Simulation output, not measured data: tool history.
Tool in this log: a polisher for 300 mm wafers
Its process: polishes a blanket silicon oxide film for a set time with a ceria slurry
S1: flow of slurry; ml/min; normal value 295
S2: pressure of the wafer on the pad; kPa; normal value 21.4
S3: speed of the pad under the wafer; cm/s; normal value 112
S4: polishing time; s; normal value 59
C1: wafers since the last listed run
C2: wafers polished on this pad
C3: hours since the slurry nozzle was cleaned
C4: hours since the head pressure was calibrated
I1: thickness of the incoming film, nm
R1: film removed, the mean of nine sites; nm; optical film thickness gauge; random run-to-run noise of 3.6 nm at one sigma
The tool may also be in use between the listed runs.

Run 1, hour 0: usual settings; C1 0; C2 2993; C3 221.5; C4 850.7; I1 819.7. Result: R1 229.6 nm.
At hour 8: head pressure recalibrated.
At hour 71.1: worn pad replaced by a new one.
Run 2, hour 91.7: usual settings; C1 1216; C2 292; C3 313.2; C4 83.7; I1 806.4. Result: R1 243 nm.
Run 3, hour 150.6: usual settings; C1 835; C2 1128; C3 372.1; C4 142.6; I1 819.1. Result: R1 234.5 nm.
Run 4, hour 218.5: usual settings but S2 22.8 kPa; C1 963; C2 2092; C3 440; C4 210.5; I1 808.4. Result: R1 247.3 nm.
Run 5, hour 301.2: usual settings but S2 22.8 kPa; C1 1173; C2 3265; C3 522.7; C4 293.2; I1 817.1. Result: R1 240.7 nm.
At hour 392.4: worn pad replaced by a new one.
Run 6, hour 415: usual settings but S2 22.8 kPa; C1 1558; C2 320; C3 636.5; C4 407; I1 813.8. Result: R1 254.1 nm.
At hour 631.8: slurry nozzle cleaned.
At hour 725.5: worn pad replaced by a new one.
Run 7, hour 726: usual settings but S4 70 s; C1 4342; C2 6; C3 94.2; C4 718; I1 828.4. Result: R1 301.5 nm.
Run 8, hour 797.6: usual settings but S4 70 s; C1 1016; C2 1022; C3 165.8; C4 789.6; I1 823.9. Result: R1 284.8 nm.
Run 9, hour 837.4: usual settings; C1 564; C2 1587; C3 205.6; C4 829.4; I1 823.7. Result: R1 234.7 nm.
Run 10, hour 922.3: usual settings but S3 90 cm/s; C1 1204; C2 2792; C3 290.5; C4 914.3; I1 821. Result: R1 186.7 nm.
At hour 977.1: head pressure recalibrated.
Run 11, hour 998.9: usual settings but S2 13.8 kPa; C1 1058; C2 3851; C3 367.1; C4 21.8; I1 816.7. Result: R1 159.1 nm.
At hour 1048.5: worn pad replaced by a new one.
Run 12, hour 1068.2: usual settings but S1 210 ml/min, S2 26.2 kPa, S3 84 cm/s, S4 74 s; C1 926; C2 279; C3 436.4; C4 91.1; I1 814.9. Result: R1 270.5 nm.
Run 13, hour 1126.8: usual settings but S1 205 ml/min, S4 65 s; C1 831; C2 1111; C3 495; C4 149.7; I1 812.7. Result: R1 260.6 nm.
Run 14, hour 1217.6: usual settings but S1 205 ml/min; C1 1288; C2 2400; C3 585.8; C4 240.5; I1 813.3. Result: R1 223.6 nm.
Run 15, hour 1299.5: usual settings but S1 245 ml/min, S2 17.9 kPa, S3 142 cm/s; C1 1162; C2 3562; C3 667.7; C4 322.4; I1 832.2. Result: R1 247.2 nm.
At hour 1355.7: slurry nozzle cleaned.
At hour 1363.4: worn pad replaced by a new one.
Run 16, hour 1378.3: usual settings but S4 73 s; C1 1047; C2 211; C3 22.6; C4 401.2; I1 827.9. Result: R1 306.2 nm.
Run 17, hour 1461.3: usual settings but S1 385 ml/min, S3 146 cm/s, S4 66 s; C1 1177; C2 1389; C3 105.6; C4 484.2; I1 836.6. Result: R1 364.7 nm.

Each row is a separate what-if for the run after 17, all from the same tool condition, not one after another. Results?
Run A, hour 1461.7: usual settings; C1 5; C2 1395; C3 106; C4 484.6; I1 823.2. Result: R1 ?.
Run B, hour 1461.7: usual settings but S1 355 ml/min, S3 130 cm/s, S4 80 s; C1 5; C2 1395; C3 106; C4 484.6; I1 823.2. Result: R1 ?.
Run C, hour 1461.7: usual settings but S3 136 cm/s; C1 5; C2 1395; C3 106; C4 484.6; I1 823.2. Result: R1 ?.
Run D, hour 1461.7: usual settings but S1 335 ml/min; C1 5; C2 1395; C3 106; C4 484.6; I1 823.2. Result: R1 ?.
Run E, hour 1461.7: usual settings but S3 100 cm/s; C1 5; C2 1395; C3 106; C4 484.6; I1 823.2. Result: R1 ?.

run     R1
  A  238.3
  B  379.9
  C  289.4
  D  240.5
  E  212.8
Without the tool's unlogged condition, the same runs would have read:
run     R1
  A  256.8
  B  409.4
  C  311.8
  D  259.1
  E  229.3

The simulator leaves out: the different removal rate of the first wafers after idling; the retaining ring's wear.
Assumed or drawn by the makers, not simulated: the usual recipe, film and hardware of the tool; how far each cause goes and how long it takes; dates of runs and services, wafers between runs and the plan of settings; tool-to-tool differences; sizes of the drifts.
